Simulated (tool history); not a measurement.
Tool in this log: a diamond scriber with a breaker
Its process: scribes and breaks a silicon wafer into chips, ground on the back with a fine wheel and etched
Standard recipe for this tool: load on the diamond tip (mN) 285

run,day,load on the diamond tip (mN),wafers since the last listed run,hours since the diamond tip was replaced,hours since the load on the tip was calibrated,"incoming depth of the damage left on the back of the incoming wafer, um",depth of the median crack under the scribed line (µm),chips rejected at inspection after the break (%)
1,0.000,285,0,68.2,611.8,0.74,11.16,2.45
2,1.050,285,48,93.4,637.0,0.75,11.00,3.13
3,1.896,285,39,113.7,657.3,0.68,10.64,3.47
4,2.958,285,49,139.2,682.8,0.34,10.47,3.95
5,3.742,285,36,158.0,701.6,0.62,10.71,4.88
# day 4.083: load on the tip recalibrated
6,5.129,285,60,191.3,25.1,0.77,10.63,5.41
7,6.104,285,45,214.7,48.5,0.57,10.22,5.15
# day 7.112: diamond tip replaced by a new one, of another model than before
8,7.358,285,54,5.9,78.6,0.39,11.91,0.55
9,7.904,327,25,19.0,91.7,0.40,13.22,0.77
10,8.871,230,44,42.2,114.9,0.49,9.83,5.37
11,10.271,358,65,75.8,148.5,0.36,12.91,0.61
12,11.050,312,36,94.5,167.2,0.56,11.76,1.31
13,11.712,285,30,110.4,183.1,0.75,10.99,2.76
14,12.350,313,29,125.7,198.4,0.59,11.22,1.58

Exercise: give the hidden state of the tool at every run:
deviation of the load on the tip from its setpoint, %: 0, the same for each run
H1: share of the diamond tip's cutting effectiveness lost through wear, %
run,H1
1,15.8
2,18.3
3,19.9
4,21.3
5,22
6,23
7,23.4
8,2.42
9,5.79
10,10.5
11,15.1
12,16.9
13,18.1
14,19

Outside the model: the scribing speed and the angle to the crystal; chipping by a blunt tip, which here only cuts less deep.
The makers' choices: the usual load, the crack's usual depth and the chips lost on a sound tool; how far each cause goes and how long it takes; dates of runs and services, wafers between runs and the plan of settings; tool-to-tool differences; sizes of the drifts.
